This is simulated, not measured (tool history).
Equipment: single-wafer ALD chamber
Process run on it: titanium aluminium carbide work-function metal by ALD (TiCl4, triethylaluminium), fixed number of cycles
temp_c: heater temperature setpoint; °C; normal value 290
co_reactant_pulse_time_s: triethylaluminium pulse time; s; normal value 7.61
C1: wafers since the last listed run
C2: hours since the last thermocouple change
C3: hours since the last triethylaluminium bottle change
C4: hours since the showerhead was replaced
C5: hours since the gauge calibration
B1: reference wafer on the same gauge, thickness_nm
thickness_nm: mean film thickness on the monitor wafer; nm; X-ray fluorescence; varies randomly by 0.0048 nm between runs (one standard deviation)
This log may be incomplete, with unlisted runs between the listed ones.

Run 1, day 0: usual settings but co_reactant_pulse_time_s 6.56 s; C1 0; C2 895.5; C3 528.1; C4 6428.5; C5 70.9; B1 1.659. Result: thickness_nm 1.646 nm.
Run 2, day 0.658: usual settings but temp_c 294 °C; C1 148; C2 911.3; C3 543.9; C4 6444.3; C5 86.7; B1 1.659. Result: thickness_nm 1.838 nm.
Run 3, day 1.312: usual settings but temp_c 294 °C; C1 147; C2 927; C3 559.6; C4 6460; C5 102.4; B1 1.662. Result: thickness_nm 1.824 nm.
Run 4, day 1.95: usual settings but temp_c 294 °C; C1 144; C2 942.3; C3 574.9; C4 6475.3; C5 117.7; B1 1.66. Result: thickness_nm 1.831 nm.
Run 5, day 2.7: usual settings; C1 169; C2 960.3; C3 592.9; C4 6493.3; C5 135.7; B1 1.659. Result: thickness_nm 1.8 nm.
Run 6, day 3.333: usual settings; C1 143; C2 975.5; C3 608.1; C4 6508.5; C5 150.9; B1 1.66. Result: thickness_nm 1.788 nm.
Run 7, day 3.808: usual settings; C1 107; C2 986.9; C3 619.5; C4 6519.9; C5 162.3; B1 1.66. Result: thickness_nm 1.784 nm.
At day 4.054: gauge calibrated.
Run 8, day 4.225: usual settings; C1 94; C2 996.9; C3 629.5; C4 6529.9; C5 4.1; B1 1.661. Result: thickness_nm 1.784 nm.
At day 4.779: triethylaluminium bottle replaced.
Run 9, day 4.8: usual settings; C1 54; C2 1010.7; C3 0.5; C4 6543.7; C5 17.9; B1 1.659. Result: thickness_nm 1.926 nm.
Run 10, day 5.208: usual settings; C1 92; C2 1020.5; C3 10.3; C4 6553.5; C5 27.7; B1 1.659. Result: thickness_nm 1.917 nm.
Run 11, day 5.608: usual settings but temp_c 286 °C, co_reactant_pulse_time_s 9.5 s; C1 90; C2 1030.1; C3 19.9; C4 6563.1; C5 37.3; B1 1.659. Result: thickness_nm 1.993 nm.
At day 6.338: showerhead replaced.
Run 12, day 6.358: usual settings but temp_c 280 °C, co_reactant_pulse_time_s 9.68 s; C1 94; C2 1048.1; C3 37.9; C4 0.5; C5 55.3; B1 1.658. Result: thickness_nm 1.951 nm.
Run 13, day 6.512: usual settings; C1 34; C2 1051.8; C3 41.6; C4 4.2; C5 59; B1 1.66. Result: thickness_nm 1.916 nm.
Run 14, day 6.879: usual settings but co_reactant_pulse_time_s 9 s; C1 82; C2 1060.6; C3 50.4; C4 13; C5 67.8; B1 1.661. Result: thickness_nm 2.004 nm.
At day 7.662: thermocouple changed; heater temperature recalibrated.
Run 15, day 7.683: usual settings but temp_c 298 °C, co_reactant_pulse_time_s 8.57 s; C1 106; C2 0.5; C3 69.7; C4 32.3; C5 87.1; B1 1.658. Result: thickness_nm 2.044 nm.
Run 16, day 8.033: usual settings but temp_c 297 °C, co_reactant_pulse_time_s 9.6 s; C1 79; C2 8.9; C3 78.1; C4 40.7; C5 95.5; B1 1.66. Result: thickness_nm 2.077 nm.
Run 17, day 8.683: usual settings but temp_c 283 °C; C1 146; C2 24.5; C3 93.7; C4 56.3; C5 111.1; B1 1.66. Result: thickness_nm 1.851 nm.
Run 18, day 9.029: usual settings but temp_c 275 °C, co_reactant_pulse_time_s 6.68 s; C1 78; C2 32.8; C3 102; C4 64.6; C5 119.4; B1 1.66. Result: thickness_nm 1.678 nm.
Run 19, day 9.65: usual settings but temp_c 301 °C; C1 140; C2 47.7; C3 116.9; C4 79.5; C5 134.3; B1 1.66. Result: thickness_nm 1.975 nm.
At day 10.012: gauge calibrated.
Run 20, day 10.35: usual settings; C1 158; C2 64.5; C3 133.7; C4 96.3; C5 8.1; B1 1.661. Result: thickness_nm 1.898 nm.
Run 21, day 10.904: usual settings but co_reactant_pulse_time_s 9.02 s; C1 125; C2 77.8; C3 147; C4 109.6; C5 21.4; B1 1.66. Result: thickness_nm 2.001 nm.

Consider 4 possible next runs. They are alternatives, not a sequence: every one starts from the tool as it was left by run 21. What does each give?
Run A, day 10.921: usual settings; C1 3; C2 78.2; C3 147.4; C4 110; C5 21.8; B1 ?. Result: thickness_nm ?.
Run B, day 10.921: usual settings but temp_c 281 °C; C1 3; C2 78.2; C3 147.4; C4 110; C5 21.8; B1 ?. Result: thickness_nm ?.
Run C, day 10.921: usual settings but temp_c 295 °C, co_reactant_pulse_time_s 9.29 s; C1 3; C2 78.2; C3 147.4; C4 110; C5 21.8; B1 ?. Result: thickness_nm ?.
Run D, day 10.921: usual settings but temp_c 302 °C, co_reactant_pulse_time_s 9.34 s; C1 3; C2 78.2; C3 147.4; C4 110; C5 21.8; B1 ?. Result: thickness_nm ?.

run    B1  thickness_nm
  A  1.66         1.893
  B  1.66         1.826
  C  1.66         2.044
  D  1.66         2.102
With no hidden state in the tool, these same runs would have given:
run  thickness_nm
  A         1.928
  B          1.86
  C         2.063
  D         2.121
